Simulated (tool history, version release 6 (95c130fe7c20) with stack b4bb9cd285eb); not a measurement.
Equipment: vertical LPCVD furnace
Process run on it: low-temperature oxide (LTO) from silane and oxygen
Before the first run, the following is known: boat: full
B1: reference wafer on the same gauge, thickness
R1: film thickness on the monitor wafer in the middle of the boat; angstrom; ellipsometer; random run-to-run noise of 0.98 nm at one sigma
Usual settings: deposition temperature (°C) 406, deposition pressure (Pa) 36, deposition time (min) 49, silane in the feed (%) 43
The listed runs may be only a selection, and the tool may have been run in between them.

Run 1, hour 0: usual settings but deposition temperature (°C) 403; B1 615.11. Result: R1 6526.5 angstrom.
Run 2, hour 3.7: usual settings but deposition temperature (°C) 403; B1 614.85. Result: R1 6507.1 angstrom.
Run 3, hour 7.5: usual settings but deposition temperature (°C) 403; B1 614.93. Result: R1 6539.8 angstrom.
Run 4, hour 21.1: usual settings but deposition time (min) 59; B1 615.11. Result: R1 8134.8 angstrom.
At hour 56: pressure gauge zeroed.
Run 5, hour 56.5: usual settings but deposition pressure (Pa) 41.3; B1 615.25. Result: R1 7491.4 angstrom.
Run 6, hour 60.3: usual settings but deposition temperature (°C) 413; B1 615.19. Result: R1 7011.9 angstrom.
Run 7, hour 64: usual settings but deposition temperature (°C) 413; B1 615.22. Result: R1 7017.7 angstrom.
Run 8, hour 73.5: usual settings but deposition pressure (Pa) 28.7, deposition time (min) 57.5; B1 615.03. Result: R1 6104.5 angstrom.
Run 9, hour 84.7: usual settings but deposition temperature (°C) 395, deposition pressure (Pa) 40.7, deposition time (min) 62, silane in the feed (%) 49; B1 615. Result: R1 9446.3 angstrom.
Run 10, hour 102.3: usual settings but deposition time (min) 58; B1 614.92. Result: R1 7704.5 angstrom.
Run 11, hour 109.7: usual settings but deposition time (min) 56, silane in the feed (%) 40; B1 614.59. Result: R1 6893.3 angstrom.
At hour 115.6: gauge calibrated.
Run 12, hour 122.5: usual settings but deposition temperature (°C) 399, deposition pressure (Pa) 40, silane in the feed (%) 49; B1 615.09. Result: R1 7655.5 angstrom.
Run 13, hour 129.9: usual settings but deposition time (min) 59; B1 614.95. Result: R1 7861.8 angstrom.
Run 14, hour 141.1: usual settings; B1 615.08. Result: R1 6512.9 angstrom.
Run 15, hour 156.4: usual settings but deposition pressure (Pa) 28.7, deposition time (min) 57.5; B1 615.18. Result: R1 6110.1 angstrom.
Run 16, hour 167.3: usual settings but deposition time (min) 34.5; B1 615.16. Result: R1 4603.3 angstrom.
Run 17, hour 179.6: usual settings but deposition temperature (°C) 416, deposition pressure (Pa) 42.7, deposition time (min) 61, silane in the feed (%) 40; B1 614.87. Result: R1 9880.7 angstrom.
Run 18, hour 187.1: usual settings but deposition pressure (Pa) 32; B1 615.19. Result: R1 5809.6 angstrom.
Run 19, hour 200.3: usual settings but deposition pressure (Pa) 42, deposition time (min) 35.5, silane in the feed (%) 35; B1 615.03. Result: R1 4317.7 angstrom.
Run 20, hour 245.8: usual settings but deposition temperature (°C) 415, deposition pressure (Pa) 38, silane in the feed (%) 35; B1 615.07. Result: R1 5941.9 angstrom.
Run 21, hour 262.7: usual settings but deposition pressure (Pa) 31.3; B1 615.04. Result: R1 5700.2 angstrom.
Run 22, hour 276.6: usual settings; B1 615.09. Result: R1 6532 angstrom.
Run 23, hour 289: usual settings but deposition time (min) 37.5; B1 614.63. Result: R1 4996.8 angstrom.
Run 24, hour 304.9: usual settings but deposition pressure (Pa) 42, deposition time (min) 42.5, silane in the feed (%) 48; B1 614.9. Result: R1 7367.6 angstrom.
Run 25, hour 311.4: usual settings but deposition time (min) 58.5; B1 615.02. Result: R1 7797.4 angstrom.
Run 26, hour 329.3: usual settings; B1 615. Result: R1 6543.8 angstrom.
Run 27, hour 343.6: usual settings but deposition temperature (°C) 412, deposition time (min) 35; B1 615.1. Result: R1 4980.7 angstrom.
Run 28, hour 353.1: usual settings but deposition temperature (°C) 397, deposition time (min) 39.5; B1 614.82. Result: R1 4789.6 angstrom.
Run 29, hour 362.5: usual settings but deposition temperature (°C) 397, deposition pressure (Pa) 40.7, deposition time (min) 29.5, silane in the feed (%) 46; B1 614.96. Result: R1 4326 angstrom.
Run 30, hour 374.5: usual settings but deposition pressure (Pa) 28.7, silane in the feed (%) 35; B1 615.07. Result: R1 4068.3 angstrom.
Run 31, hour 385.5: usual settings but silane in the feed (%) 48; B1 614.78. Result: R1 7294.8 angstrom.

Forecast each of these 4 alternatives for the next run:
Run A, hour 389.4: usual settings; B1 ?. Result: R1 ?.
Run B, hour 389.4: usual settings but deposition temperature (°C) 395, silane in the feed (%) 49; B1 ?. Result: R1 ?.
Run C, hour 389.4: usual settings but deposition temperature (°C) 412, deposition pressure (Pa) 33.3; B1 ?. Result: R1 ?.
Run D, hour 389.4: usual settings but deposition temperature (°C) 401; B1 ?. Result: R1 ?.

run      B1      R1
  A  614.66  6546.2
  B  614.66  6638.8
  C  614.66  6456.5
  D  614.66  6207.2
With no hidden state in the tool, these same runs would have given:
run      R1
  A  6511.1
  B    6597
  C  6416.9
  D  6174.3

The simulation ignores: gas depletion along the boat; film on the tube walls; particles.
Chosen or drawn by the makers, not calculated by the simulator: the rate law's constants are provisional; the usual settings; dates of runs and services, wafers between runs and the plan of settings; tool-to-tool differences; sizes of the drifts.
